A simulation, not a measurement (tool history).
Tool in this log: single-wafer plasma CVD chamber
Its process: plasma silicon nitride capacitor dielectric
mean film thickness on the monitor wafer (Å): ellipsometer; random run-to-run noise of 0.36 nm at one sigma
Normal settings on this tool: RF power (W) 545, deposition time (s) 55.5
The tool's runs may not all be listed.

run     day  RF power (W)  deposition time (s)  read-back reference wafer on the same gauge, thickness_nm  mean film thickness on the monitor wafer (Å)
  1   0.000           545                 55.5                                                     77.833                                        922.52
  2   3.225           545                 55.5                                                     77.800                                        922.46
  3   6.575           545                 55.5                                                     77.826                                        923.43
  4   8.550           510                 62.1                                                     77.873                                       1017.53
  5  13.021           545                 55.5                                                     77.795                                        925.33
  6  17.342           545                 55.5                                                     77.760                                        922.29
  7  19.042           545                 55.5                                                     77.815                                        924.59
  8  21.254           545                 55.5                                                     77.769                                        922.85
  9  24.458           545                 62.7                                                     77.829                                       1040.50
     27.996  -- showerhead replaced
 10  28.142           545                 62.7                                                     77.862                                       1035.91
 11  29.833           545                 62.7                                                     77.897                                       1031.24
     32.508  -- gauge calibrated
 12  32.550           545                 55.5                                                     77.820                                        918.31
 13  34.579           545                 55.5                                                     77.834                                        919.54
 14  37.412           470                 44.6                                                     77.830                                        713.72
 15  40.496           475                 44.7                                                     77.837                                        712.75
     47.008  -- RF generator calibrated
 16  50.958           545                 55.5                                                     77.764                                        924.83
 17  54.333           515                 55.5                                                     77.771                                        913.81
 18  58.171           455                 45.5                                                     77.810                                        731.98
 19  61.979           545                 63.5                                                     77.820                                       1066.21
 20  64.433           590                 60.5                                                     77.818                                       1028.32
 21  67.375           590                 66.3                                                     77.819                                       1132.24
 22  70.550           545                 55.5                                                     77.829                                        931.77
 23  73.512           480                 51.4                                                     77.744                                        838.49
 24  81.567           610                 50.4                                                     77.752                                        862.04
 25  83.908           625                 59.8                                                     77.770                                       1032.68
 26  88.988           545                 55.5                                                     77.756                                        927.79
 27  91.879           575                 49.5                                                     77.834                                        836.26

A few steps of mean film thickness on the monitor wafer (Å) between consecutive runs. Split each: what settings, incoming material and random variation would produce without the hidden state, and what is left over for the hidden state, along with gauge scatter present in only one of the two compared results (measured, and without hidden state):
What the log doesn't record here: delivered RF power above the setpoint (%); gauge reads high (%).
Run 13 -> 14: RF power (W) 545 -> 470, deposition time (s) 55.5 -> 44.6. mean film thickness on the monitor wafer (Å) -205.82: hidden state +2.62, all else -208.44.
Run 15 -> 16: RF power (W) 475 -> 545, deposition time (s) 44.7 -> 55.5, RF generator calibrated. mean film thickness on the monitor wafer (Å) +212.08: hidden state +12.91, all else +199.17.
Run 18 -> 19: RF power (W) 455 -> 545, deposition time (s) 45.5 -> 63.5. mean film thickness on the monitor wafer (Å) +334.23: hidden state -0.61, all else +334.84.
